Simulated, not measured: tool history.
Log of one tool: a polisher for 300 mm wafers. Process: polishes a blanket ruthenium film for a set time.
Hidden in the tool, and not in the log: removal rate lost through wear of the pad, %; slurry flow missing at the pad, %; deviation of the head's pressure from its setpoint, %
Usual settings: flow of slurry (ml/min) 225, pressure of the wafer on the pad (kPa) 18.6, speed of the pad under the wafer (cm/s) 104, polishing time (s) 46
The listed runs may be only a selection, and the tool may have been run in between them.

run   hour  flow of slurry (ml/min)  pressure of the wafer on the pad (kPa)  speed of the pad under the wafer (cm/s)  polishing time (s)  wafers since the last listed run  wafers polished on this pad  hours since the slurry nozzle was cleaned  hours since the head pressure was calibrated  incoming thickness of the incoming film, nm  film removed (Å)
  1      0                      225                                    18.6                                      104                  46                                 0                         1206                                        102                                           400                                        439.5               584
  2   13.5                      225                                    18.6                                       80                  46                               123                         1330                                      115.5                                         413.5                                        444.7               433
      39.7  -- worn pad replaced by a new one
  3   44.2                      225                                    18.6                                       80                  46                               243                           41                                      146.2                                         444.2                                        432.7               439
      50.4  -- head pressure recalibrated
  4   68.5                      225                                    18.6                                      112                  46                               203                          244                                      170.5                                          18.1                                        434.6               677
  5   95.3                      225                                    18.6                                      112                  46                               244                          488                                      197.3                                          44.9                                        442.4               660
  6  114.7                      225                                    18.6                                      112                  46                               176                          665                                      216.7                                          64.3                                        443.9               651
     121.2  -- slurry nozzle cleaned
  7  148.1                      225                                    18.6                                      104                  46                               295                          961                                       26.9                                          97.7                                        439.3               603
  8  175.1                      225                                    18.6                                      104                  46                               246                         1207                                       53.9                                         124.7                                        436.8               608
     194.1  -- worn pad replaced by a new one
  9  194.6                      225                                    18.6                                      104                  46                               141                            4                                       73.4                                         144.2                                        447.7               586
 10  206.5                      225                                    18.6                                      104                  46                               108                          112                                       85.3                                         156.1                                        438.2               587
 11    229                      265                                    18.6                                      104                  46                               205                          317                                      107.8                                         178.6                                        439.3               601
 12  299.8                      175                                    14.5                                      104                  46                               645                          963                                      178.6                                         249.4                                        436.9               457
 13  324.3                      175                                    14.5                                      104                  46                               223                         1186                                      203.1                                         273.9                                        443.6               434
     339.1  -- slurry nozzle cleaned
 14  339.5                      260                                    15.9                                      104                  46                               129                         1316                                        0.4                                         289.1                                        445.9               492
     354.3  -- worn pad replaced by a new one
 15  372.9                      260                                    15.9                                      104                  46                               268                          169                                       33.8                                         322.5                                        439.6               491
 16    404                      260                                    15.9                                      104                  46                               283                          452                                       64.9                                         353.6                                        442.8               495
 17    436                      175                                    23.4                                      122                  37                               291                          744                                       96.9                                         385.6                                        433.9               668
     495.9  -- head pressure recalibrated
 18    497                      225                                    18.6                                      104                  46                               537                         1282                                      157.9                                           1.1                                        432.9               632
 19  513.8                      195                                    18.6                                      114                  46                               153                         1435                                      174.7                                          17.9                                        436.9               700

Forecast run 20:
     529.7  -- worn pad replaced by a new one
 20  534.3                      265                                    18.6                                      136                  53                               150                           42                                      195.2                                          38.4                                        447.9                 ?

film removed (Å): 940
Had the tool carried no hidden state, the very same run would have given film removed (Å) 948.
